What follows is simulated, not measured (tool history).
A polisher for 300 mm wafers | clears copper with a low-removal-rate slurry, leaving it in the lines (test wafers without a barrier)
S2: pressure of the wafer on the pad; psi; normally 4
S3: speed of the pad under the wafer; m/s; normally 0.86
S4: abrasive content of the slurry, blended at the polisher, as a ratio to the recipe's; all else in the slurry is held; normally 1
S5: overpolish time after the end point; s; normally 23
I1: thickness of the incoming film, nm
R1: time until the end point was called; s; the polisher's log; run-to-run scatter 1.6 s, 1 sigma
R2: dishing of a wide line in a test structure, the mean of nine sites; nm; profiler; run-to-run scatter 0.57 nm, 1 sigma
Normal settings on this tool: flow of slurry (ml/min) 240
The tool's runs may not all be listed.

run 1 hour=0 | flow_of_slurry_(ml/min)=240 S2=4 S3=0.86 S4=1 S5=23 | I1=518.3 | R1=171.2 R2=44.1
run 2 hour=98.6 | flow_of_slurry_(ml/min)=275 S2=4.9 S3=0.86 S4=1 S5=23 | I1=521.8 | R1=145.3 R2=52
-- hour=113.3 slurry blender recalibrated
run 3 hour=197.2 | flow_of_slurry_(ml/min)=275 S2=4.9 S3=0.86 S4=1 S5=23 | I1=519.7 | R1=133.2 R2=56.8
run 4 hour=292.5 | flow_of_slurry_(ml/min)=240 S2=4 S3=0.86 S4=1 S5=23 | I1=516.2 | R1=165.8 R2=44.7
-- hour=294.1 slurry nozzle cleaned
-- hour=321.5 worn pad replaced by a new one
run 5 hour=376.6 | flow_of_slurry_(ml/min)=240 S2=4 S3=0.86 S4=1 S5=23 | I1=522.4 | R1=177.2 R2=43.2
run 6 hour=432.1 | flow_of_slurry_(ml/min)=240 S2=4 S3=0.86 S4=1 S5=23 | I1=515.9 | R1=177.1 R2=42.5
run 7 hour=468.3 | flow_of_slurry_(ml/min)=240 S2=4 S3=0.86 S4=1 S5=23 | I1=509.7 | R1=175.7 R2=43.1
-- hour=548 slurry blender recalibrated
run 8 hour=666.6 | flow_of_slurry_(ml/min)=240 S2=4 S3=0.86 S4=1 S5=23 | I1=510.6 | R1=177 R2=42.4
-- hour=690.1 head pressure recalibrated
-- hour=730.2 slurry nozzle cleaned
run 9 hour=757.5 | flow_of_slurry_(ml/min)=240 S2=4 S3=0.86 S4=1 S5=23 | I1=518.6 | R1=164.2 R2=46.2
-- hour=791.7 worn pad replaced by a new one
run 10 hour=961.5 | flow_of_slurry_(ml/min)=240 S2=4 S3=0.86 S4=1 S5=23 | I1=513.6 | R1=177.1 R2=43.7
-- hour=996.3 slurry blender recalibrated
run 11 hour=1028.2 | flow_of_slurry_(ml/min)=240 S2=4 S3=0.86 S4=1 S5=23 | I1=516.6 | R1=155.8 R2=47.2
-- hour=1108 slurry nozzle cleaned
run 12 hour=1133.3 | flow_of_slurry_(ml/min)=300 S2=4 S3=0.86 S4=1 S5=23 | I1=511.6 | R1=160.1 R2=46
-- hour=1163.1 worn pad replaced by a new one
run 13 hour=1241.2 | flow_of_slurry_(ml/min)=300 S2=4 S3=0.86 S4=1 S5=23 | I1=514.1 | R1=166.3 R2=44.5
run 14 hour=1280.4 | flow_of_slurry_(ml/min)=240 S2=4 S3=0.86 S4=1 S5=23 | I1=513.8 | R1=175.2 R2=43.3
run 15 hour=1372.4 | flow_of_slurry_(ml/min)=240 S2=4 S3=0.86 S4=1 S5=23 | I1=511 | R1=180.3 R2=41.8
run 16 hour=1416.5 | flow_of_slurry_(ml/min)=240 S2=5.3 S3=0.86 S4=1.15 S5=9 | I1=510.7 | R1=134.8 R2=23.7
-- hour=1467.3 head pressure recalibrated
-- hour=1479.4 slurry blender recalibrated
-- hour=1498.4 slurry nozzle cleaned
run 17 hour=1501.4 | flow_of_slurry_(ml/min)=300 S2=4 S3=0.86 S4=1 S5=23 | I1=512.1 | R1=155.3 R2=48.1
-- hour=1555.5 worn pad replaced by a new one
run 18 hour=1588.6 | flow_of_slurry_(ml/min)=240 S2=4 S3=0.62 S4=1 S5=23 | I1=506.2 | R1=215.5 R2=35.5
run 19 hour=1661.6 | flow_of_slurry_(ml/min)=325 S2=4 S3=1.12 S4=1 S5=23 | I1=514.6 | R1=122.8 R2=59
run 20 hour=1702.3 | flow_of_slurry_(ml/min)=240 S2=4 S3=0.96 S4=1 S5=12 | I1=511.1 | R1=149.1 R2=28.4
run 21 hour=1740.7 | flow_of_slurry_(ml/min)=320 S2=4 S3=0.68 S4=1 S5=17 | I1=518.5 | R1=209 R2=28.5
run 22 hour=1812.9 | flow_of_slurry_(ml/min)=240 S2=4 S3=0.64 S4=1 S5=19 | I1=515.2 | R1=229.5 R2=27.8
run 23 hour=1880.6 | flow_of_slurry_(ml/min)=320 S2=5.3 S3=0.86 S4=0.85 S5=23 | I1=515.2 | R1=136.3 R2=55
run 24 hour=1925.2 | flow_of_slurry_(ml/min)=240 S2=4.4 S3=0.86 S4=1.2 S5=32 | I1=515.2 | R1=153.9 R2=63.1
-- hour=1942.6 slurry blender recalibrated
-- hour=1946.7 slurry nozzle cleaned
run 25 hour=2002.7 | flow_of_slurry_(ml/min)=285 S2=3.6 S3=1.02 S4=1 S5=10 | I1=509.1 | R1=151.3 R2=22.8
-- hour=2018.7 worn pad replaced by a new one
run 26 hour=2068.5 | flow_of_slurry_(ml/min)=240 S2=4 S3=0.86 S4=1.25 S5=30 | I1=510.2 | R1=157.3 R2=59.2
run 27 hour=2141.6 | flow_of_slurry_(ml/min)=240 S2=5.1 S3=0.86 S4=0.8 S5=23 | I1=510.4 | R1=142.9 R2=51.5

Predict each of these 5 candidate next runs independently; none follows another, all start after run 27:
run A hour=2142.1 | flow_of_slurry_(ml/min)=240 S2=4 S3=0.86 S4=1 S5=23 | I1=510.2 | R1=? R2=?
run B hour=2142.1 | flow_of_slurry_(ml/min)=240 S2=5.2 S3=0.86 S4=1 S5=9 | I1=510.2 | R1=? R2=?
run C hour=2142.1 | flow_of_slurry_(ml/min)=175 S2=5 S3=0.86 S4=1.1 S5=19 | I1=510.2 | R1=? R2=?
run D hour=2142.1 | flow_of_slurry_(ml/min)=180 S2=4.6 S3=0.86 S4=1.2 S5=23 | I1=510.2 | R1=? R2=?
run E hour=2142.1 | flow_of_slurry_(ml/min)=210 S2=4 S3=0.7 S4=1 S5=23 | I1=510.2 | R1=? R2=?

run=A R1=170.9 R2=43.2
run=B R1=131.4 R2=23.6
run=C R1=137.5 R2=44.7
run=D R1=145.6 R2=50
run=E R1=212.6 R2=35.7
What these runs would have given with no unlogged condition in the tool:
run=A R1=152 R2=48
run=B R1=116.9 R2=26.3
run=C R1=122.2 R2=49.6
run=D R1=129.3 R2=55.4
run=E R1=189.1 R2=39.6
